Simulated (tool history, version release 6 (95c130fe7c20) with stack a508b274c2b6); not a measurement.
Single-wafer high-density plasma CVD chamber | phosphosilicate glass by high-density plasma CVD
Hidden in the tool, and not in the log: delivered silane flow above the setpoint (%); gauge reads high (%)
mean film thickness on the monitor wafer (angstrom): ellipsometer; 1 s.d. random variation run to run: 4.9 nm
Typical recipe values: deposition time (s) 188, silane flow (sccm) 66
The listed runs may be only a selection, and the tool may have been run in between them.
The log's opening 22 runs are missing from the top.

run	hour	deposition time (s)	silane flow (sccm)	wafers since the last listed run	hours since the silane flow controller was replaced	hours since the gauge calibration	read-back reference wafer on the same gauge, thickness_nm	mean film thickness on the monitor wafer (angstrom)
23	1164.9	225	78	489	303.2	429.9	1100.467	16648.63
# hour 1278.8: silane flow controller replaced, repeated, since the last time left the tool worse
24	1372.4	219	66	2517	93.6	637.4	1098.533	14902.52
25	1433.7	225	54	773	154.9	698.7	1100.195	12877.97
26	1476.9	188	66	545	198.1	741.9	1099.915	12848.88
27	1536.4	173	71	750	257.6	801.4	1100.117	12455.37
28	1581.0	168	58	562	302.2	846.0	1099.599	10230.20
29	1625.9	188	66	566	347.1	890.9	1099.484	12692.46
30	1687.0	156	66	771	408.2	952.0	1100.297	10474.23
31	1731.3	157	66	559	452.5	996.3	1100.365	10633.79
# hour 1751.4: gauge calibrated
32	1758.4	169	76	342	479.6	7.0	1099.465	12909.33

Predict each of these 3 candidate next runs independently; none follows another, all start after run 32:
A	1758.9	188	74	6	480.1	7.5	?	?
B	1758.9	174	74	6	480.1	7.5	?	?
C	1758.9	178	70	6	480.1	7.5	?	?

run	read-back reference wafer on the same gauge, thickness_nm	mean film thickness on the monitor wafer (angstrom)
A	1099.508	14044.07
B	1099.508	12998.23
C	1099.508	12655.87
Take away the tool's hidden state, keep each run's random variation, and the runs would have read:
run	mean film thickness on the monitor wafer (angstrom)
A	14158.27
B	13103.93
C	12758.78
